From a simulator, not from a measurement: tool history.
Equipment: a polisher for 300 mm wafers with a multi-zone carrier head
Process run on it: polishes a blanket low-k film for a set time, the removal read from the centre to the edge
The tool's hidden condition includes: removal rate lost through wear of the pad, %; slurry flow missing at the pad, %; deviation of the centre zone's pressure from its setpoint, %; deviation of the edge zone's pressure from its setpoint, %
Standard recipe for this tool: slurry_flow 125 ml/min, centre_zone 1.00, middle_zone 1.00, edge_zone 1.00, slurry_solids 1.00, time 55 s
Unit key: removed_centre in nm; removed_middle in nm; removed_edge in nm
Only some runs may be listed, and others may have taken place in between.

| run | day | slurry_flow | centre_zone | middle_zone | edge_zone | slurry_solids | time | wafers since the last listed run | wafers polished on this pad | hours since the slurry nozzle was cleaned | hours since the centre zone pressure was calibrated | hours since the edge zone pressure was calibrated | hours since the carrier head's membrane was replaced | incoming thickness of the incoming film, nm | removed_centre | removed_middle | removed_edge |
|---|---|---|---|---|---|---|---|---|---|---|---|---|---|---|---|---|---|
| 1 | 0.000 | 125 | 0.91 | 1.00 | 1.00 | 1.00 | 55 | 0 | 1012 | 301.8 | 538.2 | 10.9 | 1094.0 | 736.7 | 16.4 | 17.6 | 18.5 |
|  | 0.554 | centre zone pressure recalibrated |
| 2 | 1.796 | 125 | 1.00 | 1.00 | 1.00 | 1.00 | 55 | 532 | 1545 | 344.9 | 29.8 | 54.0 | 1137.1 | 743.9 | 17.9 | 17.5 | 18.1 |
| 3 | 3.354 | 125 | 1.00 | 1.00 | 1.00 | 1.00 | 55 | 484 | 2030 | 382.3 | 67.2 | 91.4 | 1174.5 | 740.3 | 17.8 | 17.5 | 18.1 |
| 4 | 5.471 | 125 | 1.00 | 1.00 | 1.00 | 1.00 | 55 | 658 | 2688 | 433.1 | 118.0 | 142.2 | 1225.3 | 747.1 | 18.0 | 17.6 | 18.3 |
| 5 | 6.821 | 125 | 1.00 | 1.00 | 1.00 | 1.00 | 55 | 420 | 3108 | 465.5 | 150.4 | 174.6 | 1257.7 | 765.1 | 17.7 | 17.3 | 18.1 |
|  | 7.088 | slurry nozzle cleaned |
| 6 | 8.100 | 125 | 1.00 | 1.00 | 1.00 | 1.00 | 63 | 385 | 3493 | 24.3 | 181.1 | 205.3 | 1288.4 | 749.2 | 21.0 | 20.4 | 21.2 |
|  | 8.700 | worn pad replaced by a new one |
| 7 | 9.479 | 125 | 1.00 | 1.00 | 1.00 | 1.00 | 63 | 377 | 242 | 57.4 | 214.2 | 238.4 | 1321.5 | 745.1 | 21.0 | 20.7 | 21.3 |
| 8 | 10.596 | 125 | 1.00 | 1.00 | 0.95 | 1.25 | 55 | 347 | 590 | 84.2 | 241.0 | 265.2 | 1348.3 | 758.4 | 19.2 | 19.1 | 19.2 |
|  | 11.475 | carrier head's membrane replaced by a new one |
| 9 | 11.942 | 125 | 1.00 | 0.95 | 1.00 | 1.00 | 55 | 353 | 943 | 116.5 | 273.3 | 297.5 | 11.2 | 758.3 | 18.2 | 16.7 | 18.3 |
| 10 | 13.438 | 125 | 1.00 | 1.00 | 1.00 | 1.00 | 55 | 465 | 1409 | 152.4 | 309.2 | 333.4 | 47.1 | 747.2 | 18.0 | 18.1 | 18.5 |
| 11 | 14.821 | 165 | 1.00 | 1.00 | 1.00 | 1.00 | 68 | 430 | 1839 | 185.6 | 342.4 | 366.6 | 80.3 | 738.0 | 23.9 | 23.7 | 23.8 |
| 12 | 17.521 | 145 | 1.00 | 1.00 | 1.00 | 0.80 | 55 | 840 | 2679 | 250.4 | 407.2 | 431.4 | 145.1 | 750.6 | 17.8 | 16.9 | 17.7 |
| 13 | 20.271 | 125 | 1.00 | 1.00 | 1.00 | 1.10 | 55 | 855 | 3535 | 316.4 | 473.2 | 497.4 | 211.1 | 737.7 | 18.4 | 17.9 | 18.6 |
|  | 20.829 | worn pad replaced by a new one |
| 14 | 21.817 | 125 | 1.04 | 1.00 | 1.00 | 1.00 | 37 | 429 | 307 | 353.5 | 510.3 | 534.5 | 248.2 | 741.2 | 12.5 | 12.1 | 12.3 |
|  | 23.292 | centre zone pressure recalibrated |
| 15 | 24.546 | 125 | 1.00 | 1.00 | 1.00 | 1.00 | 55 | 823 | 1130 | 419.0 | 30.1 | 600.0 | 313.7 | 764.6 | 17.9 | 17.5 | 18.2 |
| 16 | 26.458 | 125 | 1.00 | 1.00 | 0.95 | 1.00 | 55 | 595 | 1726 | 464.9 | 76.0 | 645.9 | 359.6 | 747.4 | 17.8 | 17.5 | 17.8 |
|  | 27.092 | slurry nozzle cleaned |
| 17 | 29.175 | 125 | 1.00 | 1.00 | 1.00 | 1.00 | 55 | 832 | 2558 | 50.0 | 141.2 | 711.1 | 424.8 | 744.9 | 18.3 | 17.6 | 18.5 |
| 18 | 31.925 | 125 | 1.00 | 1.00 | 1.00 | 1.00 | 66 | 855 | 3413 | 116.0 | 207.2 | 777.1 | 490.8 | 759.4 | 22.0 | 21.6 | 21.9 |
| 19 | 33.892 | 125 | 1.00 | 1.00 | 1.00 | 1.00 | 39 | 611 | 4025 | 163.2 | 254.4 | 824.3 | 538.0 | 752.4 | 12.9 | 12.6 | 13.2 |
|  | 34.812 | worn pad replaced by a new one |
| 20 | 36.412 | 170 | 1.00 | 0.91 | 1.00 | 0.70 | 65 | 732 | 498 | 223.7 | 314.9 | 884.8 | 598.5 | 747.6 | 21.3 | 18.4 | 21.0 |
| 21 | 39.388 | 125 | 0.93 | 1.00 | 0.96 | 1.30 | 60 | 925 | 1423 | 295.1 | 386.3 | 956.2 | 669.9 | 762.3 | 19.7 | 20.7 | 21.4 |
| 22 | 41.871 | 125 | 1.00 | 1.11 | 0.90 | 1.00 | 55 | 772 | 2196 | 354.7 | 445.9 | 1015.8 | 729.5 | 744.0 | 18.0 | 19.5 | 17.4 |
| 23 | 43.200 | 105 | 1.00 | 1.00 | 1.00 | 0.75 | 37 | 413 | 2609 | 386.6 | 477.8 | 1047.7 | 761.4 | 750.5 | 10.6 | 10.5 | 10.9 |

Here are 3 independent what-if runs from the current tool condition. What would each one return?
| A | 43.217 | 125 | 1.00 | 1.00 | 1.00 | 1.00 | 55 | 5 | 2615 | 387.0 | 478.2 | 1048.1 | 761.8 | 747.8 | ? | ? | ? |
| B | 43.217 | 125 | 1.00 | 0.93 | 1.00 | 1.10 | 55 | 5 | 2615 | 387.0 | 478.2 | 1048.1 | 761.8 | 747.8 | ? | ? | ? |
| C | 43.217 | 125 | 1.00 | 1.00 | 0.88 | 1.00 | 55 | 5 | 2615 | 387.0 | 478.2 | 1048.1 | 761.8 | 747.8 | ? | ? | ? |

| run | removed_centre | removed_middle | removed_edge |
|---|---|---|---|
| A | 17.9 | 17.3 | 18.1 |
| B | 18.3 | 16.7 | 18.6 |
| C | 17.9 | 17.3 | 17.1 |
Without the tool's hidden state the same runs would have given:
| run | removed_centre | removed_middle | removed_edge |
|---|---|---|---|
| A | 18.5 | 17.8 | 18.5 |
| B | 18.9 | 17.1 | 19.0 |
| C | 18.5 | 17.8 | 17.4 |
